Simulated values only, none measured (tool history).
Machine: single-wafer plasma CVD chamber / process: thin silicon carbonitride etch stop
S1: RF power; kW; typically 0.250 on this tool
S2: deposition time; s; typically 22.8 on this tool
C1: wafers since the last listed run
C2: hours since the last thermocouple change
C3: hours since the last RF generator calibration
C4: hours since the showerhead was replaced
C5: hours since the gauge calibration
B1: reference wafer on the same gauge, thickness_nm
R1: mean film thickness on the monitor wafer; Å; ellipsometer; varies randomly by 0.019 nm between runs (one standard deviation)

{"run": 1, "hour": 0.0, "S1": 0.25, "S2": 22.8, "C1": 0, "C2": 1850.9, "C3": 2464.5, "C4": 2510.7, "C5": 406.6, "B1": 12.6, "R1": 125.2}
{"run": 2, "hour": 8.2, "S1": 0.25, "S2": 26.4, "C1": 137, "C2": 1859.1, "C3": 2472.7, "C4": 2518.9, "C5": 414.8, "B1": 12.604, "R1": 144.32}
{"run": 3, "hour": 15.8, "S1": 0.25, "S2": 26.4, "C1": 127, "C2": 1866.7, "C3": 2480.3, "C4": 2526.5, "C5": 422.4, "B1": 12.593, "R1": 144.73}
{"run": 4, "hour": 24.2, "S1": 0.25, "S2": 26.4, "C1": 140, "C2": 1875.1, "C3": 2488.7, "C4": 2534.9, "C5": 430.8, "B1": 12.595, "R1": 144.85}
{"run": 5, "hour": 34.0, "S1": 0.25, "S2": 22.8, "C1": 164, "C2": 1884.9, "C3": 2498.5, "C4": 2544.7, "C5": 440.6, "B1": 12.603, "R1": 124.66}
{"run": 6, "hour": 41.7, "S1": 0.24, "S2": 22.8, "C1": 129, "C2": 1892.6, "C3": 2506.2, "C4": 2552.4, "C5": 448.3, "B1": 12.598, "R1": 123.25}
{"run": 7, "hour": 54.3, "S1": 0.25, "S2": 22.8, "C1": 211, "C2": 1905.2, "C3": 2518.8, "C4": 2565.0, "C5": 460.9, "B1": 12.598, "R1": 125.32}
{"run": 8, "hour": 66.6, "S1": 0.23, "S2": 22.8, "C1": 206, "C2": 1917.5, "C3": 2531.1, "C4": 2577.3, "C5": 473.2, "B1": 12.591, "R1": 121.51}
{"run": 9, "hour": 77.3, "S1": 0.23, "S2": 22.8, "C1": 179, "C2": 1928.2, "C3": 2541.8, "C4": 2588.0, "C5": 483.9, "B1": 12.596, "R1": 121.67}
{"run": 10, "hour": 92.5, "S1": 0.28, "S2": 22.8, "C1": 255, "C2": 1943.4, "C3": 2557.0, "C4": 2603.2, "C5": 499.1, "B1": 12.602, "R1": 129.78}
{"run": 11, "hour": 108.4, "S1": 0.28, "S2": 22.8, "C1": 266, "C2": 1959.3, "C3": 2572.9, "C4": 2619.1, "C5": 515.0, "B1": 12.596, "R1": 129.92}
{"run": 12, "hour": 115.3, "S1": 0.29, "S2": 22.8, "C1": 115, "C2": 1966.2, "C3": 2579.8, "C4": 2626.0, "C5": 521.9, "B1": 12.602, "R1": 131.44}
{"run": 13, "hour": 127.9, "S1": 0.25, "S2": 22.8, "C1": 211, "C2": 1978.8, "C3": 2592.4, "C4": 2638.6, "C5": 534.5, "B1": 12.602, "R1": 125.23}
{"hour": 156.2, "done": "gauge calibrated"}
{"hour": 168.0, "done": "RF generator calibrated"}
{"hour": 170.7, "done": "showerhead replaced"}
{"run": 14, "hour": 174.6, "S1": 0.25, "S2": 22.8, "C1": 604, "C2": 2025.5, "C3": 6.6, "C4": 3.9, "C5": 18.4, "B1": 12.603, "R1": 128.8}
{"run": 15, "hour": 183.1, "S1": 0.25, "S2": 25.3, "C1": 142, "C2": 2034.0, "C3": 15.1, "C4": 12.4, "C5": 26.9, "B1": 12.597, "R1": 142.24}
{"run": 16, "hour": 195.3, "S1": 0.25, "S2": 25.3, "C1": 204, "C2": 2046.2, "C3": 27.3, "C4": 24.6, "C5": 39.1, "B1": 12.601, "R1": 142.17}
{"run": 17, "hour": 206.3, "S1": 0.25, "S2": 19.7, "C1": 184, "C2": 2057.2, "C3": 38.3, "C4": 35.6, "C5": 50.1, "B1": 12.598, "R1": 110.75}
{"run": 18, "hour": 220.1, "S1": 0.25, "S2": 22.8, "C1": 231, "C2": 2071.0, "C3": 52.1, "C4": 49.4, "C5": 63.9, "B1": 12.6, "R1": 127.82}
{"run": 19, "hour": 233.7, "S1": 0.25, "S2": 22.8, "C1": 228, "C2": 2084.6, "C3": 65.7, "C4": 63.0, "C5": 77.5, "B1": 12.601, "R1": 128.01}
{"run": 20, "hour": 243.4, "S1": 0.28, "S2": 22.8, "C1": 162, "C2": 2094.3, "C3": 75.4, "C4": 72.7, "C5": 87.2, "B1": 12.6, "R1": 133.29}
{"run": 21, "hour": 258.7, "S1": 0.25, "S2": 24.8, "C1": 256, "C2": 2109.6, "C3": 90.7, "C4": 88.0, "C5": 102.5, "B1": 12.596, "R1": 139.39}
{"run": 22, "hour": 267.4, "S1": 0.21, "S2": 23.9, "C1": 146, "C2": 2118.3, "C3": 99.4, "C4": 96.7, "C5": 111.2, "B1": 12.598, "R1": 126.86}
{"run": 23, "hour": 319.8, "S1": 0.25, "S2": 24.4, "C1": 879, "C2": 2170.7, "C3": 151.8, "C4": 149.1, "C5": 163.6, "B1": 12.599, "R1": 136.68}
{"hour": 330.3, "done": "thermocouple changed; heater temperature recalibrated"}
{"run": 24, "hour": 336.0, "S1": 0.25, "S2": 20.8, "C1": 137, "C2": 5.7, "C3": 168.0, "C4": 165.3, "C5": 179.8, "B1": 12.599, "R1": 116.58}
{"run": 25, "hour": 353.6, "S1": 0.25, "S2": 19.2, "C1": 295, "C2": 23.3, "C3": 185.6, "C4": 182.9, "C5": 197.4, "B1": 12.598, "R1": 107.61}
{"run": 26, "hour": 366.2, "S1": 0.225, "S2": 21.1, "C1": 211, "C2": 35.9, "C3": 198.2, "C4": 195.5, "C5": 210.0, "B1": 12.598, "R1": 114.29}
{"run": 27, "hour": 372.9, "S1": 0.25, "S2": 22.8, "C1": 112, "C2": 42.6, "C3": 204.9, "C4": 202.2, "C5": 216.7, "B1": 12.599, "R1": 127.88}
{"run": 28, "hour": 389.8, "S1": 0.29, "S2": 18.3, "C1": 283, "C2": 59.5, "C3": 221.8, "C4": 219.1, "C5": 233.6, "B1": 12.602, "R1": 107.52}
{"run": 29, "hour": 398.5, "S1": 0.285, "S2": 22.8, "C1": 146, "C2": 68.2, "C3": 230.5, "C4": 227.8, "C5": 242.3, "B1": 12.599, "R1": 133.07}
{"run": 30, "hour": 415.6, "S1": 0.235, "S2": 22.8, "C1": 286, "C2": 85.3, "C3": 247.6, "C4": 244.9, "C5": 259.4, "B1": 12.6, "R1": 124.58}
{"run": 31, "hour": 426.1, "S1": 0.25, "S2": 22.8, "C1": 176, "C2": 95.8, "C3": 258.1, "C4": 255.4, "C5": 269.9, "B1": 12.597, "R1": 127.55}
{"run": 32, "hour": 441.7, "S1": 0.25, "S2": 26.4, "C1": 261, "C2": 111.4, "C3": 273.7, "C4": 271.0, "C5": 285.5, "B1": 12.601, "R1": 147.2}
{"run": 33, "hour": 458.4, "S1": 0.25, "S2": 22.8, "C1": 280, "C2": 128.1, "C3": 290.4, "C4": 287.7, "C5": 302.2, "B1": 12.595, "R1": 127.22}
{"run": 34, "hour": 475.5, "S1": 0.225, "S2": 26.4, "C1": 286, "C2": 145.2, "C3": 307.5, "C4": 304.8, "C5": 319.3, "B1": 12.594, "R1": 142.15}
{"run": 35, "hour": 495.9, "S1": 0.265, "S2": 21.2, "C1": 342, "C2": 165.6, "C3": 327.9, "C4": 325.2, "C5": 339.7, "B1": 12.596, "R1": 120.71}

Forecast each of these 5 alternatives for the next run:
{"run": "A", "hour": 496.3, "S1": 0.25, "S2": 25.5, "C1": 6, "C2": 166.0, "C3": 328.3, "C4": 325.6, "C5": 340.1, "B1": "?", "R1": "?"}
{"run": "B", "hour": 496.3, "S1": 0.215, "S2": 20.9, "C1": 6, "C2": 166.0, "C3": 328.3, "C4": 325.6, "C5": 340.1, "B1": "?", "R1": "?"}
{"run": "C", "hour": 496.3, "S1": 0.215, "S2": 22.8, "C1": 6, "C2": 166.0, "C3": 328.3, "C4": 325.6, "C5": 340.1, "B1": "?", "R1": "?"}
{"run": "D", "hour": 496.3, "S1": 0.265, "S2": 19.4, "C1": 6, "C2": 166.0, "C3": 328.3, "C4": 325.6, "C5": 340.1, "B1": "?", "R1": "?"}
{"run": "E", "hour": 496.3, "S1": 0.23, "S2": 25.5, "C1": 6, "C2": 166.0, "C3": 328.3, "C4": 325.6, "C5": 340.1, "B1": "?", "R1": "?"}

run=A B1=12.601 R1=142.32
run=B B1=12.601 R1=110.91
run=C B1=12.601 R1=120.99
run=D B1=12.601 R1=110.38
run=E B1=12.601 R1=138.42
With no hidden state in the tool, these same runs would have given:
run=A R1=144.30
run=B R1=112.45
run=C R1=122.67
run=D R1=111.92
run=E R1=140.34
